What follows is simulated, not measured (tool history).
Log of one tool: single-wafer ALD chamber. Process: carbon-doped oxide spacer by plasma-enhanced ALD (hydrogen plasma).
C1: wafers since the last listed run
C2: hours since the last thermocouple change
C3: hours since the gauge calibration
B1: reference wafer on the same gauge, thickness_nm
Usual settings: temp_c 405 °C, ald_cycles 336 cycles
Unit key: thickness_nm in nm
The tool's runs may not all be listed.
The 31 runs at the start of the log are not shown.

Run 32, day 31.946: usual settings but temp_c 396 °C, ald_cycles 373 cycles; C1 31; C2 105.8; C3 200.6; B1 18.493. Result: thickness_nm 17.646 nm.
Run 33, day 33.433: usual settings but temp_c 392 °C, ald_cycles 364 cycles; C1 37; C2 141.5; C3 236.3; B1 18.502. Result: thickness_nm 17.392 nm.
At day 33.779: thermocouple changed; heater temperature recalibrated, repeated, since the last time left the tool worse.
Run 34, day 34.067: usual settings but temp_c 418 °C, ald_cycles 359 cycles; C1 7; C2 6.9; C3 251.5; B1 18.499. Result: thickness_nm 16.251 nm.
Run 35, day 35.429: usual settings; C1 34; C2 39.6; C3 284.2; B1 18.502. Result: thickness_nm 15.856 nm.
Run 36, day 36.038: usual settings; C1 15; C2 54.2; C3 298.8; B1 18.491. Result: thickness_nm 15.870 nm.
Run 37, day 37.375: usual settings; C1 34; C2 86.3; C3 330.9; B1 18.498. Result: thickness_nm 15.843 nm.
Run 38, day 38.038: usual settings but temp_c 398 °C; C1 16; C2 102.2; C3 346.8; B1 18.490. Result: thickness_nm 16.050 nm.
Run 39, day 39.146: usual settings but ald_cycles 292 cycles; C1 28; C2 128.8; C3 373.4; B1 18.505. Result: thickness_nm 13.759 nm.
Run 40, day 39.958: usual settings; C1 20; C2 148.3; C3 392.9; B1 18.502. Result: thickness_nm 15.886 nm.
Run 41, day 41.321: usual settings but temp_c 394 °C, ald_cycles 379 cycles; C1 34; C2 181.0; C3 425.6; B1 18.522. Result: thickness_nm 18.148 nm.
Run 42, day 42.433: usual settings; C1 28; C2 207.7; C3 452.3; B1 18.505. Result: thickness_nm 15.812 nm.
Run 43, day 43.071: usual settings but temp_c 394 °C; C1 16; C2 223.0; C3 467.6; B1 18.501. Result: thickness_nm 16.065 nm.

Forecast run 44:
Run 44, day 43.933: usual settings but temp_c 398 °C, ald_cycles 281 cycles; C1 22; C2 243.7; C3 488.3; B1 ?. Result: thickness_nm ?.

B1: 18.520
thickness_nm: 13.476 nm
With the hidden condition absent and the run-to-run variation left alone, this run would have shown thickness_nm 13.476 nm.
